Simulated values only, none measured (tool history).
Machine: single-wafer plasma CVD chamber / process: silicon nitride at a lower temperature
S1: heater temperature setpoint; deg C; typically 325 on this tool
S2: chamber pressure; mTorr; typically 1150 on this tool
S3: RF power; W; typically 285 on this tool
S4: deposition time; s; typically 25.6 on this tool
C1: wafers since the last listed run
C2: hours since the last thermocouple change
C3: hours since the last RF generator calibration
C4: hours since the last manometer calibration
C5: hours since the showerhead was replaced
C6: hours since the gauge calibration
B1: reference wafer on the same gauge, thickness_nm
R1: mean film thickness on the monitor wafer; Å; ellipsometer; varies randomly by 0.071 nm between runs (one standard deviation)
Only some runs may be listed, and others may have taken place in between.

run 1 hour=0.0 | S1=325 S2=1150 S3=285 S4=25.6 | C1=0 C2=794.8 C3=1784.7 C4=1847.8 C5=3079.5 C6=398.3 | B1=29.571 | R1=268.39
run 2 hour=15.5 | S1=325 S2=1150 S3=285 S4=23.4 | C1=527 C2=810.3 C3=1800.2 C4=1863.3 C5=3095.0 C6=413.8 | B1=29.588 | R1=244.94
run 3 hour=46.1 | S1=325 S2=1150 S3=285 S4=23.4 | C1=1040 C2=840.9 C3=1830.8 C4=1893.9 C5=3125.6 C6=444.4 | B1=29.564 | R1=244.02
run 4 hour=62.9 | S1=325 S2=1050 S3=285 S4=25.6 | C1=571 C2=857.7 C3=1847.6 C4=1910.7 C5=3142.4 C6=461.2 | B1=29.517 | R1=261.01
run 5 hour=95.2 | S1=325 S2=1050 S3=285 S4=25.6 | C1=1098 C2=890.0 C3=1879.9 C4=1943.0 C5=3174.7 C6=493.5 | B1=29.459 | R1=260.35
run 6 hour=109.4 | S1=325 S2=1150 S3=315 S4=25.6 | C1=483 C2=904.2 C3=1894.1 C4=1957.2 C5=3188.9 C6=507.7 | B1=29.477 | R1=283.69
run 7 hour=133.2 | S1=325 S2=1150 S3=315 S4=25.6 | C1=809 C2=928.0 C3=1917.9 C4=1981.0 C5=3212.7 C6=531.5 | B1=29.394 | R1=283.91
run 8 hour=156.4 | S1=325 S2=1150 S3=315 S4=25.6 | C1=789 C2=951.2 C3=1941.1 C4=2004.2 C5=3235.9 C6=554.7 | B1=29.341 | R1=283.96
run 9 hour=174.7 | S1=325 S2=1150 S3=285 S4=25.6 | C1=622 C2=969.5 C3=1959.4 C4=2022.5 C5=3254.2 C6=573.0 | B1=29.325 | R1=265.49
run 10 hour=206.6 | S1=325 S2=1150 S3=255 S4=25.6 | C1=1085 C2=1001.4 C3=1991.3 C4=2054.4 C5=3286.1 C6=604.9 | B1=29.297 | R1=246.20
run 11 hour=229.4 | S1=325 S2=1150 S3=255 S4=25.6 | C1=775 C2=1024.2 C3=2014.1 C4=2077.2 C5=3308.9 C6=627.7 | B1=29.265 | R1=244.94
run 12 hour=253.9 | S1=325 S2=1150 S3=255 S4=25.6 | C1=833 C2=1048.7 C3=2038.6 C4=2101.7 C5=3333.4 C6=652.2 | B1=29.196 | R1=245.07
run 13 hour=279.6 | S1=321 S2=1050 S3=285 S4=25.6 | C1=874 C2=1074.4 C3=2064.3 C4=2127.4 C5=3359.1 C6=677.9 | B1=29.157 | R1=256.47
run 14 hour=311.5 | S1=321 S2=1050 S3=285 S4=25.6 | C1=1085 C2=1106.3 C3=2096.2 C4=2159.3 C5=3391.0 C6=709.8 | B1=29.063 | R1=256.53
run 15 hour=339.3 | S1=325 S2=1150 S3=285 S4=25.6 | C1=945 C2=1134.1 C3=2124.0 C4=2187.1 C5=3418.8 C6=737.6 | B1=29.027 | R1=262.67
run 16 hour=400.9 | S1=325 S2=900 S3=320 S4=30.4 | C1=2095 C2=1195.7 C3=2185.6 C4=2248.7 C5=3480.4 C6=799.2 | B1=28.896 | R1=310.38
-- hour=402.6 gauge calibrated
run 17 hour=428.0 | S1=336 S2=1150 S3=285 S4=25.6 | C1=921 C2=1222.8 C3=2212.7 C4=2275.8 C5=3507.5 C6=25.4 | B1=29.904 | R1=270.22
-- hour=446.1 showerhead replaced
-- hour=505.8 RF generator calibrated
run 18 hour=506.3 | S1=321 S2=1150 S3=285 S4=29.1 | C1=2119 C2=1301.1 C3=0.5 C4=2354.1 C5=60.2 C6=103.7 | B1=29.932 | R1=308.73
run 19 hour=526.7 | S1=310 S2=950 S3=310 S4=25.6 | C1=693 C2=1321.5 C3=20.9 C4=2374.5 C5=80.6 C6=124.1 | B1=29.919 | R1=272.01

Run 20 is up next; what results do you expect?
run 20 hour=548.7 | S1=337 S2=1400 S3=325 S4=30.4 | C1=748 C2=1343.5 C3=42.9 C4=2396.5 C5=102.6 C6=146.1 | B1=? | R1=?

{"run 20": {"B1": 29.923, "R1": 366.76}}
Had the tool carried no hidden state, the very same run would have given R1 366.80 Å.
